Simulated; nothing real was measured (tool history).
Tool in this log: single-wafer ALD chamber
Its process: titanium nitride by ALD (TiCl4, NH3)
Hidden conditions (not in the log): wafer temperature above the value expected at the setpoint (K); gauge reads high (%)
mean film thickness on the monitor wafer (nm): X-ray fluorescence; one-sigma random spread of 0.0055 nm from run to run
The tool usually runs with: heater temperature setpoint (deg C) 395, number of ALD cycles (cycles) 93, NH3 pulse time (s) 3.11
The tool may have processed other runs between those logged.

run   hour  heater temperature setpoint (deg C)  number of ALD cycles (cycles)  NH3 pulse time (s)  wafers since the last listed run  hours since the last thermocouple change  hours since the showerhead was replaced  hours since the gauge calibration  read-back reference wafer on the same gauge, thickness_nm  mean film thickness on the monitor wafer (nm)
  1    0.0                                  395                             93                3.86                                 0                                    2673.3                                   3165.4                               75.4                                                      2.030                                          2.233
  2    7.2                                  395                             93                3.86                                12                                    2680.5                                   3172.6                               82.6                                                      2.030                                          2.237
  3   13.4                                  395                             93                3.49                                10                                    2686.7                                   3178.8                               88.8                                                      2.031                                          2.222
  4   26.4                                  395                             93                3.11                                22                                    2699.7                                   3191.8                              101.8                                                      2.029                                          2.211
  5   34.7                                  395                             93                3.11                                14                                    2708.0                                   3200.1                              110.1                                                      2.031                                          2.217
      49.4  -- showerhead replaced
  6   49.9                                  395                             93                3.11                                12                                    2723.2                                      0.5                              125.3                                                      2.030                                          2.221
  7   57.8                                  395                             93                3.11                                13                                    2731.1                                      8.4                              133.2                                                      2.030                                          2.222
  8   65.2                                  395                             93                4.03                                12                                    2738.5                                     15.8                              140.6                                                      2.031                                          2.238
      75.3  -- thermocouple changed; heater temperature recalibrated
  9   82.1                                  386                            105                2.13                                15                                       6.8                                     32.7                              157.5                                                      2.030                                          2.460
      84.7  -- gauge calibrated
 10   94.7                                  395                             93                3.11                                21                                      19.4                                     45.3                               10.0                                                      2.032                                          2.229
 11  110.8                                  395                             93                3.86                                27                                      35.5                                     61.4                               26.1                                                      2.029                                          2.239
 12  122.8                                  383                             93                3.11                                20                                      47.5                                     73.4                               38.1                                                      2.030                                          2.209
 13  139.3                                  405                             80                2.30                                27                                      64.0                                     89.9                               54.6                                                      2.031                                          1.892
 14  156.2                                  406                            109                1.99                                28                                      80.9                                    106.8                               71.5                                                      2.030                                          2.568
 15  162.9                                  386                             87                4.31                                11                                      87.6                                    113.5                               78.2                                                      2.031                                          2.084

Here are 4 independent what-if runs from the current tool condition. What would each one return?
  A  163.5                                  395                             93                3.62                                 1                                      88.2                                    114.1                               78.8                                                          ?                                              ?
  B  163.5                                  405                             93                3.46                                 1                                      88.2                                    114.1                               78.8                                                          ?                                              ?
  C  163.5                                  395                             93                4.30                                 1                                      88.2                                    114.1                               78.8                                                          ?                                              ?
  D  163.5                                  406                             93                3.69                                 1                                      88.2                                    114.1                               78.8                                                          ?                                              ?

run  read-back reference wafer on the same gauge, thickness_nm  mean film thickness on the monitor wafer (nm)
  A                                                      2.029                                          2.221
  B                                                      2.029                                          2.224
  C                                                      2.029                                          2.232
  D                                                      2.029                                          2.228
Take away the tool's hidden state, keep each run's random variation, and the runs would have read:
run  mean film thickness on the monitor wafer (nm)
  A                                          2.221
  B                                          2.224
  C                                          2.232
  D                                          2.228
